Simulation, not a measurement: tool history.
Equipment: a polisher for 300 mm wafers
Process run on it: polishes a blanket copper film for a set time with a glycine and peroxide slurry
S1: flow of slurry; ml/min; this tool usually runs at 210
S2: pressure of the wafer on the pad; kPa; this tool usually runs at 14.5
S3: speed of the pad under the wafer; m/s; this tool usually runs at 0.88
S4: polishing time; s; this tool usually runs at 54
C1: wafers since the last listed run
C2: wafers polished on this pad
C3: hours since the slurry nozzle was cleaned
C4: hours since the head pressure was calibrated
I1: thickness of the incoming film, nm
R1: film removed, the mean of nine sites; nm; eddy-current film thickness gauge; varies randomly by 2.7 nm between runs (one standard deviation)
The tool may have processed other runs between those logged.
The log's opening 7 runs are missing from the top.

run    hour   S1    S2    S3  S4   C1    C2     C3     C4      I1     R1
  8   333.6  210  14.5  0.88  54  482  2609  110.7  260.9  1160.3    243
  9   403.5  210  16.5  0.88  54  937  3546  180.6  330.8  1154.3  267.5
 10   450.3  210  12.4  0.88  40  627  4174  227.4  377.6  1188.5  161.6
 11   490.7  165  11.7  0.88  54  541  4716  267.8    418  1152.7  201.9
 12   559.3  210  14.5  0.88  35  919  5636  336.4  486.6  1167.6  154.2
 13   591.2  250  14.5  0.88  44  427  6063  368.3  518.5  1157.4  203.9
      600.7  -- worn pad replaced by a new one
 14   658.8  185  14.5  0.66  38  852   778  435.9  586.1  1166.1  139.6
 15     719  210  18.6  0.88  54  807  1585  496.1  646.3  1172.9  297.6
      744.7  -- slurry nozzle cleaned
 16   745.5  135  10.3  0.88  54  341  1927    0.8  672.8  1154.6  177.7
 17   797.7  230  17.2  0.76  41  699  2627     53    725  1180.5  191.1
        831  -- head pressure recalibrated
 18   867.2  210  14.5  0.88  54  905  3533  122.5   36.2  1158.2  245.2
 19   934.7  210  14.5  0.88  54  905  4438    190  103.7    1165  245.8
 20  1001.4  250  14.5  0.88  54  894  5332  256.7  170.4  1153.4  243.3
 21  1037.8  210  14.5  0.88  54  488  5820  293.1  206.8  1166.3  243.3
     1062.3  -- worn pad replaced by a new one
 22  1108.1  210  14.5  0.88  54  889   613  363.4  277.1  1145.7  246.2
 23  1164.8  210  14.5  0.74  54  760  1374  420.1  333.8  1157.4  217.4
 24  1226.4  210  14.5  0.64  73  826  2200  481.7  395.4  1161.9  273.6
     1265.5  -- slurry nozzle cleaned
 25  1297.4  210  12.4  0.88  54  938  3138   31.9  466.4  1192.4  213.4
 26    1350  150  10.3  1.14  65  705  3844   84.5    519  1184.8  262.1
 27  1414.2  210  12.4  0.58  54  860  4705  148.7  583.2  1177.3  169.2
 28  1476.1  210  14.5  0.88  54  830  5535  210.6  645.1  1178.8  240.2
 29    1510  210  14.5  0.88  54  454  5989  244.5    679  1161.6    244
     1559.3  -- head pressure recalibrated
 30  1571.7  210  14.5  0.88  71  800  6790  306.2   12.4  1155.4  319.8

Predict the results of run 31:
 31  1624  155  18.6  0.8  54  701  7491  358.5  64.7  1145.9   ?

{"run 31": {"R1": 265.1}}
Minus the tool's unlogged condition, the same run would have read R1 265.1 nm.
